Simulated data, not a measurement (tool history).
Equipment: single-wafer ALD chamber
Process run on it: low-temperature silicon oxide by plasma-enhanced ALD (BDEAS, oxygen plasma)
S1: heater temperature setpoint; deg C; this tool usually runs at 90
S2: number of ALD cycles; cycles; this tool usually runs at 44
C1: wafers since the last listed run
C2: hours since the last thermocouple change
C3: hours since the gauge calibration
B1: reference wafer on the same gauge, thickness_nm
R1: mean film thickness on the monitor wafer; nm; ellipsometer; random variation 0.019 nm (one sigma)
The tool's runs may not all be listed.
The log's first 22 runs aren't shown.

{"run": 23, "day": 45.708, "S1": 90, "S2": 44, "C1": 312, "C2": 47.3, "C3": 387.7, "B1": 5.917, "R1": 6.816}
{"run": 24, "day": 48.283, "S1": 102, "S2": 52, "C1": 527, "C2": 109.1, "C3": 449.5, "B1": 5.922, "R1": 7.678}
{"run": 25, "day": 49.917, "S1": 77, "S2": 39, "C1": 334, "C2": 148.3, "C3": 488.7, "B1": 5.92, "R1": 6.288}
{"run": 26, "day": 52.017, "S1": 83, "S2": 44, "C1": 430, "C2": 198.7, "C3": 539.1, "B1": 5.921, "R1": 6.973}
{"run": 27, "day": 53.938, "S1": 82, "S2": 44, "C1": 393, "C2": 244.8, "C3": 585.2, "B1": 5.92, "R1": 6.997}
{"run": 28, "day": 55.183, "S1": 90, "S2": 44, "C1": 255, "C2": 274.7, "C3": 615.1, "B1": 5.919, "R1": 6.829}
{"run": 29, "day": 63.958, "S1": 77, "S2": 44, "C1": 1796, "C2": 485.3, "C3": 825.7, "B1": 5.918, "R1": 7.129}
{"run": 30, "day": 66.488, "S1": 85, "S2": 44, "C1": 517, "C2": 546.0, "C3": 886.4, "B1": 5.922, "R1": 6.929}
{"run": 31, "day": 68.517, "S1": 101, "S2": 36, "C1": 415, "C2": 594.7, "C3": 935.1, "B1": 5.92, "R1": 5.384}
{"run": 32, "day": 71.429, "S1": 80, "S2": 51, "C1": 596, "C2": 664.6, "C3": 1005.0, "B1": 5.919, "R1": 8.203}

Branching from run 32: 4 alternative next runs. What would each branch give?
{"run": "A", "day": 71.45, "S1": 90, "S2": 44, "C1": 4, "C2": 665.1, "C3": 1005.5, "B1": "?", "R1": "?"}
{"run": "B", "day": 71.45, "S1": 90, "S2": 52, "C1": 4, "C2": 665.1, "C3": 1005.5, "B1": "?", "R1": "?"}
{"run": "C", "day": 71.45, "S1": 101, "S2": 38, "C1": 4, "C2": 665.1, "C3": 1005.5, "B1": "?", "R1": "?"}
{"run": "D", "day": 71.45, "S1": 103, "S2": 49, "C1": 4, "C2": 665.1, "C3": 1005.5, "B1": "?", "R1": "?"}

run=A B1=5.919 R1=6.870
run=B B1=5.919 R1=8.120
run=C B1=5.919 R1=5.705
run=D B1=5.919 R1=7.313
Take away the tool's hidden state, keep each run's random variation, and the runs would have read:
run=A R1=6.813
run=B R1=8.051
run=C R1=5.667
run=D R1=7.281
